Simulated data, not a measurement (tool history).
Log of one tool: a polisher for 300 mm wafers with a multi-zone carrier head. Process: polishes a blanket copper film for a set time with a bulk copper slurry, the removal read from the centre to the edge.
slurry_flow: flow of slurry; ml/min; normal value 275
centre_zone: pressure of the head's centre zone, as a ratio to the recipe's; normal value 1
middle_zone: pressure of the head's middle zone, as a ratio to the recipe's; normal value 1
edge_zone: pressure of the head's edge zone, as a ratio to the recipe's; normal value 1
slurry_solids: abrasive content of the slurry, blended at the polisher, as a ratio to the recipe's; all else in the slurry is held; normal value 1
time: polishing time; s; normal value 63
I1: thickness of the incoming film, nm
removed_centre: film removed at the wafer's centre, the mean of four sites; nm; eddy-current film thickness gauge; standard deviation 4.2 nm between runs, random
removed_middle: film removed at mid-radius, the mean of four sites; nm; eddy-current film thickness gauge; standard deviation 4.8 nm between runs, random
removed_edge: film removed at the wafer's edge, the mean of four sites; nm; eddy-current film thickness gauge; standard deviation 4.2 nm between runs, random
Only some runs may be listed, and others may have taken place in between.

run 1 hour=0 | slurry_flow=275 centre_zone=1 middle_zone=1 edge_zone=1 slurry_solids=1 time=63 | I1=3896.2 | removed_centre=372.9 removed_middle=377.2 removed_edge=372.7
-- hour=18.9 centre zone pressure recalibrated
run 2 hour=88 | slurry_flow=275 centre_zone=1 middle_zone=1 edge_zone=1 slurry_solids=1 time=63 | I1=3917 | removed_centre=375.1 removed_middle=370.8 removed_edge=367.5
run 3 hour=133.3 | slurry_flow=275 centre_zone=1 middle_zone=1 edge_zone=1 slurry_solids=1 time=63 | I1=3924.5 | removed_centre=367.5 removed_middle=367.1 removed_edge=364.2
run 4 hour=234.7 | slurry_flow=275 centre_zone=1.04 middle_zone=1 edge_zone=1 slurry_solids=1 time=63 | I1=3964.4 | removed_centre=379.9 removed_middle=369.9 removed_edge=368.8
-- hour=250.7 carrier head's membrane replaced by a new one
run 5 hour=316.7 | slurry_flow=275 centre_zone=1.04 middle_zone=1 edge_zone=1 slurry_solids=1 time=63 | I1=3859 | removed_centre=376.6 removed_middle=379.1 removed_edge=370.9
-- hour=346 worn pad replaced by a new one
-- hour=403 slurry nozzle cleaned
run 6 hour=409 | slurry_flow=275 centre_zone=1.04 middle_zone=1 edge_zone=1 slurry_solids=1 time=63 | I1=3875.5 | removed_centre=385 removed_middle=375.4 removed_edge=372.2
run 7 hour=509.5 | slurry_flow=275 centre_zone=1.09 middle_zone=1 edge_zone=1 slurry_solids=1.1 time=63 | I1=3913.5 | removed_centre=408.9 removed_middle=383.7 removed_edge=371.6
run 8 hour=560 | slurry_flow=275 centre_zone=0.9 middle_zone=1 edge_zone=1 slurry_solids=1 time=63 | I1=3928.8 | removed_centre=331.5 removed_middle=375.3 removed_edge=374.7
-- hour=588.3 edge zone pressure recalibrated
run 9 hour=609.2 | slurry_flow=275 centre_zone=1.04 middle_zone=1 edge_zone=1 slurry_solids=1 time=63 | I1=3951.4 | removed_centre=378.5 removed_middle=373.7 removed_edge=371.5
run 10 hour=701.1 | slurry_flow=275 centre_zone=1 middle_zone=1 edge_zone=1 slurry_solids=1 time=63 | I1=3927.2 | removed_centre=372.3 removed_middle=365.2 removed_edge=361.6
-- hour=721.2 centre zone pressure recalibrated
run 11 hour=783 | slurry_flow=195 centre_zone=1 middle_zone=1.11 edge_zone=1 slurry_solids=1 time=63 | I1=3879.6 | removed_centre=361.3 removed_middle=391.1 removed_edge=369.1
-- hour=802.2 worn pad replaced by a new one
run 12 hour=860.1 | slurry_flow=210 centre_zone=1 middle_zone=1 edge_zone=1 slurry_solids=1 time=63 | I1=3935.5 | removed_centre=355.2 removed_middle=363.9 removed_edge=361.5
run 13 hour=905.8 | slurry_flow=185 centre_zone=0.95 middle_zone=1 edge_zone=1 slurry_solids=1 time=52 | I1=3877.2 | removed_centre=277.6 removed_middle=294.6 removed_edge=296.3
-- hour=949.4 slurry nozzle cleaned
run 14 hour=992.3 | slurry_flow=275 centre_zone=1 middle_zone=1 edge_zone=0.96 slurry_solids=0.75 time=63 | I1=3955.7 | removed_centre=344.1 removed_middle=360.2 removed_edge=343.7
run 15 hour=1052.7 | slurry_flow=275 centre_zone=1 middle_zone=1 edge_zone=1 slurry_solids=1.15 time=63 | I1=3920.2 | removed_centre=379.7 removed_middle=388.8 removed_edge=371.4
run 16 hour=1096.2 | slurry_flow=275 centre_zone=0.89 middle_zone=1 edge_zone=0.88 slurry_solids=1 time=63 | I1=3896.6 | removed_centre=328.3 removed_middle=363.4 removed_edge=347.1
run 17 hour=1186.1 | slurry_flow=275 centre_zone=1 middle_zone=1 edge_zone=1.12 slurry_solids=1 time=63 | I1=3908.8 | removed_centre=356.5 removed_middle=368.6 removed_edge=391.7
-- hour=1222.8 worn pad replaced by a new one
run 18 hour=1275.5 | slurry_flow=275 centre_zone=1 middle_zone=0.89 edge_zone=1.03 slurry_solids=1 time=84 | I1=3925.7 | removed_centre=484.5 removed_middle=448.4 removed_edge=491
-- hour=1310.4 centre zone pressure recalibrated
run 19 hour=1349.3 | slurry_flow=185 centre_zone=1.09 middle_zone=1 edge_zone=1 slurry_solids=1 time=82 | I1=3866.7 | removed_centre=505.1 removed_middle=460 removed_edge=476.1
-- hour=1391.5 slurry nozzle cleaned
run 20 hour=1441 | slurry_flow=275 centre_zone=1 middle_zone=1 edge_zone=1 slurry_solids=1 time=50 | I1=3898.9 | removed_centre=285.9 removed_middle=283.8 removed_edge=300.9
run 21 hour=1503.4 | slurry_flow=275 centre_zone=1 middle_zone=1 edge_zone=1 slurry_solids=1 time=63 | I1=3937.1 | removed_centre=365.4 removed_middle=363.5 removed_edge=374.1
run 22 hour=1541 | slurry_flow=235 centre_zone=1 middle_zone=0.97 edge_zone=1 slurry_solids=1 time=63 | I1=3942.2 | removed_centre=361.7 removed_middle=361.3 removed_edge=369.2

Exercise: give the hidden state of the tool at every run:
removal rate lost through wear of the pad, %: 0 on each run
slurry flow missing at the pad, %: 0 on each run
deviation of the centre zone's pressure from its setpoint, %: 0 on each run
deviation of the edge zone's pressure from its setpoint, %: 0 on each run

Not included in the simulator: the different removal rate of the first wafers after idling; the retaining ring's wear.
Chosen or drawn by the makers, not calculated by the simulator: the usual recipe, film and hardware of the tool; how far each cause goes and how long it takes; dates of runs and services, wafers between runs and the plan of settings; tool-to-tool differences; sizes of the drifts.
